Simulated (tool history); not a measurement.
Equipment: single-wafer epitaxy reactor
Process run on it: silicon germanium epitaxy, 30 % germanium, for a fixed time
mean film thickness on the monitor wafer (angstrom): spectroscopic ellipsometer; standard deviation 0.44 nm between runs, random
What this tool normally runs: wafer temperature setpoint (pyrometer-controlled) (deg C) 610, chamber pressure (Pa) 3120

run,hour,wafer temperature setpoint (pyrometer-controlled) (deg C),chamber pressure (Pa),wafers since the last listed run,hours since the last pyrometer calibration,hours since the last manometer calibration,hours since the showerhead was replaced,hours since the gauge calibration,"read-back reference wafer on the same gauge, thickness_nm",mean film thickness on the monitor wafer (angstrom)
1,0.0,615,2853,0,2294.1,2032.1,5240.2,351.6,67.265,919.50
2,103.8,615,2853,1391,2397.9,2135.9,5344.0,455.4,67.052,937.52
3,131.9,615,2853,376,2426.0,2164.0,5372.1,483.5,67.120,945.44
4,164.1,610,3120,431,2458.2,2196.2,5404.3,515.7,67.046,895.77
5,188.2,610,3120,323,2482.3,2220.3,5428.4,539.8,66.841,894.24
6,211.6,610,3120,313,2505.7,2243.7,5451.8,563.2,66.964,892.13
7,225.6,610,3120,187,2519.7,2257.7,5465.8,577.2,66.971,900.30
8,250.2,619,2853,329,2544.3,2282.3,5490.4,601.8,67.136,1016.33
# hour 293.4: gauge calibrated
# hour 304.1: capacitance manometer re-zeroed and calibrated
9,337.4,619,2853,1061,2631.5,33.3,5577.6,44.0,66.955,1028.62
10,350.9,619,2853,180,2645.0,46.8,5591.1,57.5,67.206,1032.96
11,384.0,610,3120,443,2678.1,79.9,5624.2,90.6,66.962,911.70
12,418.5,610,3120,462,2712.6,114.4,5658.7,125.1,66.894,909.44
# hour 430.8: pyrometer calibrated
# hour 456.1: showerhead replaced, of another model than before
13,456.6,610,3120,296,25.8,152.5,0.5,163.2,66.907,793.91
14,469.0,610,3120,166,38.2,164.9,12.9,175.6,66.916,806.24
15,497.0,610,2786,375,66.2,192.9,40.9,203.6,66.902,775.20
16,532.0,602,2693,469,101.2,227.9,75.9,238.6,67.000,644.14
17,561.0,610,3640,388,130.2,256.9,104.9,267.6,66.935,843.58
18,594.9,610,3120,454,164.1,290.8,138.8,301.5,67.077,804.17
19,628.6,596,3120,451,197.8,324.5,172.5,335.2,67.078,592.20
20,646.4,610,3120,238,215.6,342.3,190.3,353.0,66.944,806.22
21,668.9,616,3560,301,238.1,364.8,212.8,375.5,67.033,943.40
22,684.5,610,3120,209,253.7,380.4,228.4,391.1,67.053,803.13
23,710.1,610,2506,343,279.3,406.0,254.0,416.7,66.985,750.77
24,742.1,596,3880,428,311.3,438.0,286.0,448.7,67.072,639.06
25,777.3,606,3586,471,346.5,473.2,321.2,483.9,66.980,772.86
26,795.9,621,3573,249,365.1,491.8,339.8,502.5,67.208,1049.53
27,869.7,614,2866,989,438.9,565.6,413.6,576.3,67.008,849.26
28,901.9,606,2693,431,471.1,597.8,445.8,608.5,67.007,706.47
29,914.7,610,3120,171,483.9,610.6,458.6,621.3,67.016,799.85
30,943.8,610,2586,390,513.0,639.7,487.7,650.4,67.187,758.13
31,957.2,624,2733,179,526.4,653.1,501.1,663.8,66.946,1015.38
# hour 970.6: gauge calibrated
32,985.7,615,3546,381,554.9,681.6,529.6,15.1,66.980,930.36
33,998.4,610,3120,170,567.6,694.3,542.3,27.8,67.156,803.68
34,1019.6,622,3693,284,588.8,715.5,563.5,49.0,66.923,1091.23
35,1047.7,617,2626,376,616.9,743.6,591.6,77.1,67.202,874.90
36,1070.9,619,3120,310,640.1,766.8,614.8,100.3,66.988,963.42

How would selected steps in mean film thickness on the monitor wafer (angstrom) from run to run divide? Give the signed amount a tool lacking its hidden state would still show from settings, what came in and random variation, and the signed amount left for the hidden state, including any gauge scatter that is not in both of the compared results.
The tool's hidden condition here consists of: wafer temperature above the value expected at the setpoint (K); true pressure above the setpoint (%); gauge reads high (%).
Run 1 -> 2: no setting changed, nothing entered. mean film thickness on the monitor wafer (angstrom) +18.02: hidden state +9.60, all else +8.42.
Run 7 -> 8: wafer temperature setpoint (pyrometer-controlled) (deg C) 610 -> 619, chamber pressure (Pa) 3120 -> 2853. mean film thickness on the monitor wafer (angstrom) +116.03: hidden state +12.21, all else +103.82.
Run 12 -> 13: pyrometer calibrated, showerhead replaced, of another model than before. mean film thickness on the monitor wafer (angstrom) -115.53: hidden state -116.98, all else +1.45.
Run 25 -> 26: wafer temperature setpoint (pyrometer-controlled) (deg C) 606 -> 621, chamber pressure (Pa) 3586 -> 3573. mean film thickness on the monitor wafer (angstrom) +276.67: hidden state -0.40, all else +277.07.
Run 30 -> 31: wafer temperature setpoint (pyrometer-controlled) (deg C) 610 -> 624, chamber pressure (Pa) 2586 -> 2733. mean film thickness on the monitor wafer (angstrom) +257.25: hidden state +0.30, all else +256.95.
Run 33 -> 34: wafer temperature setpoint (pyrometer-controlled) (deg C) 610 -> 622, chamber pressure (Pa) 3120 -> 3693. mean film thickness on the monitor wafer (angstrom) +287.55: hidden state +0.84, all else +286.71.
